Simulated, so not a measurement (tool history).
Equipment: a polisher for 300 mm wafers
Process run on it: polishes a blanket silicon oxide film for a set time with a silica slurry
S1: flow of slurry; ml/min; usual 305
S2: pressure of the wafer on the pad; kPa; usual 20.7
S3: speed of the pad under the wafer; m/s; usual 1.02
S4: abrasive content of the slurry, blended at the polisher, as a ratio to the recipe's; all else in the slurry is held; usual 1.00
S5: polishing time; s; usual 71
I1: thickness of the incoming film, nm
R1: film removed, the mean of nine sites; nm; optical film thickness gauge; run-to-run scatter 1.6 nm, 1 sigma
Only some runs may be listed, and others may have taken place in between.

run 1 hour=0.0 | S1=250 S2=20.7 S3=1.02 S4=1.00 S5=71 | I1=1865.1 | R1=107.4
run 2 hour=82.1 | S1=250 S2=20.7 S3=1.02 S4=1.00 S5=71 | I1=1875.8 | R1=108.1
run 3 hour=161.3 | S1=250 S2=20.7 S3=1.02 S4=1.00 S5=71 | I1=1887.1 | R1=106.6
-- hour=203.1 worn pad replaced by a new one
run 4 hour=215.1 | S1=305 S2=20.7 S3=1.02 S4=1.00 S5=71 | I1=1886.0 | R1=104.9
run 5 hour=298.9 | S1=305 S2=20.7 S3=1.02 S4=1.00 S5=85 | I1=1886.9 | R1=127.2
run 6 hour=398.1 | S1=305 S2=20.7 S3=1.02 S4=1.00 S5=85 | I1=1894.3 | R1=120.0
run 7 hour=458.7 | S1=305 S2=20.7 S3=1.02 S4=1.00 S5=85 | I1=1867.4 | R1=119.0
-- hour=468.8 head pressure recalibrated
-- hour=480.3 slurry blender recalibrated
-- hour=509.3 conditioning disc replaced and pad reconditioned, repeated, since the last time left the tool worse
run 8 hour=528.1 | S1=305 S2=20.7 S3=1.02 S4=1.00 S5=71 | I1=1911.0 | R1=136.5
-- hour=575.5 slurry nozzle cleaned
run 9 hour=633.4 | S1=305 S2=20.7 S3=1.02 S4=1.00 S5=71 | I1=1863.5 | R1=132.0
run 10 hour=682.7 | S1=305 S2=20.7 S3=1.02 S4=1.00 S5=71 | I1=1879.6 | R1=131.4
run 11 hour=775.9 | S1=305 S2=20.7 S3=1.02 S4=1.00 S5=71 | I1=1905.9 | R1=130.6
-- hour=803.1 worn pad replaced by a new one
run 12 hour=826.5 | S1=305 S2=20.7 S3=1.02 S4=1.00 S5=71 | I1=1905.0 | R1=127.0
run 13 hour=908.5 | S1=345 S2=20.7 S3=1.02 S4=1.00 S5=71 | I1=1903.9 | R1=123.8
-- hour=1038.2 slurry blender recalibrated
-- hour=1075.4 head pressure recalibrated
-- hour=1077.8 conditioning disc replaced and pad reconditioned
-- hour=1164.3 slurry nozzle cleaned
run 14 hour=1200.1 | S1=305 S2=20.7 S3=1.02 S4=1.00 S5=71 | I1=1867.3 | R1=133.2
run 15 hour=1307.6 | S1=305 S2=20.7 S3=1.02 S4=1.00 S5=71 | I1=1909.3 | R1=130.2
run 16 hour=1392.7 | S1=305 S2=20.7 S3=1.02 S4=1.00 S5=71 | I1=1869.6 | R1=128.7
-- hour=1400.2 worn pad replaced by a new one
run 17 hour=1466.2 | S1=305 S2=20.7 S3=1.02 S4=1.00 S5=78 | I1=1850.8 | R1=136.8
-- hour=1566.3 conditioning disc replaced and pad reconditioned
run 18 hour=1568.6 | S1=305 S2=24.1 S3=1.26 S4=1.00 S5=71 | I1=1883.8 | R1=183.5
run 19 hour=1635.4 | S1=305 S2=15.9 S3=1.02 S4=0.90 S5=71 | I1=1893.6 | R1=99.9
-- hour=1649.3 slurry blender recalibrated
-- hour=1661.0 head pressure recalibrated
run 20 hour=1697.4 | S1=345 S2=20.7 S3=1.02 S4=1.00 S5=53 | I1=1870.4 | R1=102.3
-- hour=1753.6 slurry nozzle cleaned
run 21 hour=1776.1 | S1=245 S2=22.8 S3=1.02 S4=1.00 S5=71 | I1=1897.2 | R1=144.6
run 22 hour=1855.0 | S1=305 S2=20.7 S3=1.02 S4=1.25 S5=94 | I1=1891.9 | R1=190.4
-- hour=1883.8 worn pad replaced by a new one
run 23 hour=1905.2 | S1=305 S2=20.7 S3=1.02 S4=0.80 S5=85 | I1=1889.7 | R1=137.6
run 24 hour=1990.1 | S1=390 S2=20.7 S3=1.02 S4=1.00 S5=71 | I1=1856.8 | R1=126.9
-- hour=2022.0 conditioning disc replaced and pad reconditioned
run 25 hour=2072.4 | S1=400 S2=15.9 S3=1.02 S4=1.00 S5=71 | I1=1872.8 | R1=108.1
run 26 hour=2126.0 | S1=270 S2=20.7 S3=1.02 S4=1.00 S5=71 | I1=1859.6 | R1=135.4

Branching from run 26: 3 alternative next runs. What would each branch give?
run A hour=2126.5 | S1=305 S2=20.7 S3=0.68 S4=1.00 S5=71 | I1=1902.7 | R1=?
run B hour=2126.5 | S1=305 S2=24.8 S3=1.02 S4=1.00 S5=71 | I1=1902.7 | R1=?
run C hour=2126.5 | S1=305 S2=16.5 S3=1.02 S4=1.00 S5=58 | I1=1902.7 | R1=?

run=A R1=108.2
run=B R1=163.2
run=C R1=89.2
Stripped of hidden state, with their random variation kept, the same runs would have yielded:
run=A R1=109.2
run=B R1=165.4
run=C R1=90.1
